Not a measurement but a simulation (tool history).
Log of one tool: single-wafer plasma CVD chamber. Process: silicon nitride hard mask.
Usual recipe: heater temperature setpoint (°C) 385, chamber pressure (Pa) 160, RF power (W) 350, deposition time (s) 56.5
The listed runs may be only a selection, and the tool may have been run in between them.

run,day,heater temperature setpoint (°C),chamber pressure (Pa),RF power (W),deposition time (s),"read-back reference wafer on the same gauge, thickness_nm",mean film thickness on the monitor wafer (Å)
1,0,385,187,350,56.5,63.819,626.24
2,2.588,385,187,350,56.5,63.651,624.95
3,3.658,385,151,350,56.5,63.586,595.16
4,4.346,385,151,350,56.5,63.6,591.61
5,5.212,385,151,350,56.5,63.497,596.47
6,8.238,385,160,350,56.5,63.423,600.54
7,9.246,374,160,350,56.5,63.271,605.24
# day 10.65: RF generator calibrated
8,10.671,385,131,370,56.5,63.336,590.63
9,11.788,378,160,350,56.5,63.219,604.58
10,12.938,385,160,350,56.5,63.308,597.62
11,13.692,385,133,385,59.8,62.941,633.59
12,15.817,375,185,290,63.4,62.902,640.06
# day 16.329: capacitance manometer re-zeroed and calibrated
13,16.879,385,160,350,56.5,62.939,600.48
# day 17.55: thermocouple changed; heater temperature recalibrated
14,17.629,385,185,350,56.5,62.828,618.48
15,20.146,394,149,295,65.5,62.742,623.66
16,21.275,385,160,350,56.5,62.852,594.05
# day 21.883: showerhead replaced
17,22.142,400,160,350,56.5,62.754,592.54
18,25.604,385,160,350,56.5,62.427,593.63
19,26.654,385,185,350,56.5,62.418,609.11
20,28.133,385,160,350,62.6,62.38,658.01
21,28.917,371,185,370,52.1,62.322,585.46
22,29.75,385,160,350,56.5,62.288,596.99
23,30.292,376,144,420,67.5,62.293,761.52
24,31.721,398,177,350,56.5,62.19,599.81
25,32.554,389,160,350,53.6,62.143,554.93
26,33.471,385,175,390,56.5,62.075,637.17
27,34.133,392,160,310,52.7,62.058,516.94
28,34.754,385,160,350,56.5,61.923,589.13

Alternative continuations, all from the tool just after run 28; predict every row:
A,34.771,385,160,350,56.5,?,?
B,34.771,385,160,320,56.5,?,?
C,34.771,385,143,305,56.5,?,?
D,34.771,373,160,350,56.5,?,?
E,34.771,372,160,405,56.5,?,?

run,"read-back reference wafer on the same gauge, thickness_nm",mean film thickness on the monitor wafer (Å)
A,62.135,589.75
B,62.135,564.91
C,62.135,537.13
D,62.135,593.06
E,62.135,637.16
The same runs, with their run-to-run variation unchanged, on a tool lacking any hidden condition would have given:
run,mean film thickness on the monitor wafer (Å)
A,609.24
B,583.58
C,554.88
D,612.66
E,658.22

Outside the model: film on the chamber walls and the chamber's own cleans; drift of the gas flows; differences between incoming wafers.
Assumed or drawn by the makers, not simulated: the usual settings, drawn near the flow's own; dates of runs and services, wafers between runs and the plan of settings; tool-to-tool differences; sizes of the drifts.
